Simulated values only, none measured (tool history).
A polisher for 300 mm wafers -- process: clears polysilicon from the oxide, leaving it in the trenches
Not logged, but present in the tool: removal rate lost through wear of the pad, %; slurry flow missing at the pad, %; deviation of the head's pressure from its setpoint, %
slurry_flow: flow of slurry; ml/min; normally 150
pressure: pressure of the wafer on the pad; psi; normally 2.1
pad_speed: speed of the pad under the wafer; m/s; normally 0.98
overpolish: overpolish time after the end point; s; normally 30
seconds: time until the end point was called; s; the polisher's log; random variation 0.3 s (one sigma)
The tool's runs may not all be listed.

run,hour,slurry_flow,pressure,pad_speed,overpolish,wafers since the last listed run,wafers polished on this pad,hours since the slurry nozzle was cleaned,hours since the head pressure was calibrated,"incoming thickness of the incoming film, nm",seconds
1,0.0,175,1.9,0.98,30,0,41,317.4,299.7,361.9,36.6
2,95.7,150,2.1,0.98,30,1197,1238,413.1,395.4,367.5,35.3
3,136.0,150,2.1,0.98,30,504,1743,453.4,435.7,356.3,34.7
4,239.1,150,2.1,0.98,30,1290,3033,556.5,538.8,363.2,35.9
# hour 247.3: head pressure recalibrated
5,288.3,150,2.1,0.98,19,590,3623,605.7,41.0,357.5,35.6
# hour 291.2: slurry nozzle cleaned
6,352.4,150,2.1,0.98,19,789,4413,61.2,105.1,359.3,36.8
7,405.5,150,2.1,0.98,19,664,5077,114.3,158.2,360.0,36.9
8,457.8,190,2.1,0.98,30,654,5732,166.6,210.5,363.5,36.9
9,554.5,190,2.1,0.98,30,1209,6942,263.3,307.2,358.3,36.9
# hour 607.4: worn pad replaced by a new one
10,712.2,190,2.1,0.98,30,1923,1311,421.0,464.9,357.9,33.1
11,809.8,130,2.1,0.98,30,1221,2532,518.6,562.5,365.8,36.0
# hour 817.8: head pressure recalibrated
12,885.6,130,2.1,0.98,30,923,3456,594.4,67.8,358.5,36.9
# hour 895.2: slurry nozzle cleaned
13,962.7,130,2.1,0.98,30,952,4408,67.5,144.9,357.4,36.6
14,1054.7,150,2.1,0.98,30,1151,5559,159.5,236.9,356.3,36.6
15,1112.6,150,2.3,0.98,30,724,6283,217.4,294.8,363.3,35.2
16,1179.3,150,2.3,0.98,30,834,7118,284.1,361.5,358.2,34.7
# hour 1199.5: worn pad replaced by a new one
17,1224.3,150,2.1,0.98,22,513,309,329.1,406.5,357.6,33.9
18,1321.1,150,2.1,0.98,30,1211,1521,425.9,503.3,360.4,34.3
# hour 1328.0: head pressure recalibrated
19,1391.9,120,2.1,0.64,30,860,2382,496.7,63.9,355.4,52.6
# hour 1446.1: slurry nozzle cleaned
20,1460.6,170,2.1,1.24,30,847,3229,14.5,132.6,363.1,28.5
21,1504.4,150,2.1,0.66,30,548,3777,58.3,176.4,362.4,51.8
22,1550.1,150,2.1,1.26,37,571,4349,104.0,222.1,363.2,29.1
23,1651.6,150,2.1,0.98,30,1270,5619,205.5,323.6,361.7,37.4
24,1719.3,150,2.6,0.78,30,847,6466,273.2,391.3,363.2,38.7
# hour 1751.4: worn pad replaced by a new one
25,1819.0,150,2.1,0.98,30,1197,845,372.9,491.0,361.4,34.6
26,1923.0,150,2.1,0.98,30,1301,2147,476.9,595.0,357.6,34.8
# hour 1951.8: head pressure recalibrated
27,2016.2,165,1.7,1.32,19,1141,3288,570.1,64.4,356.1,32.7
# hour 2046.8: slurry nozzle cleaned
28,2094.9,175,2.5,0.84,30,972,4260,48.1,143.1,357.5,34.4
29,2158.4,150,2.1,0.98,38,794,5055,111.6,206.6,365.1,37.3
30,2221.3,175,2.1,0.98,30,787,5842,174.5,269.5,355.9,36.3
# hour 2233.5: worn pad replaced by a new one
31,2305.1,150,2.1,0.98,30,998,895,258.3,353.3,359.0,34.3
32,2360.4,170,1.7,0.98,30,691,1587,313.6,408.6,359.3,41.1
33,2459.5,180,2.1,0.98,30,1239,2827,412.7,507.7,359.0,34.5
34,2542.3,130,2.1,0.76,47,1036,3863,495.5,590.5,357.4,45.4
# hour 2565.3: head pressure recalibrated
35,2595.3,150,2.1,0.98,17,638,4501,548.5,30.0,359.6,36.3

Forecast each of these 3 alternatives for the next run:
A,2595.7,150,2.1,0.98,30,5,4506,548.9,30.4,353.4,?
B,2595.7,170,2.1,0.88,30,5,4506,548.9,30.4,353.4,?
C,2595.7,150,2.1,1.26,20,5,4506,548.9,30.4,353.4,?

run,seconds
A,36.1
B,39.4
C,28.5
Without the tool's unlogged condition, the same runs would have read:
run,seconds
A,32.9
B,35.9
C,26.0
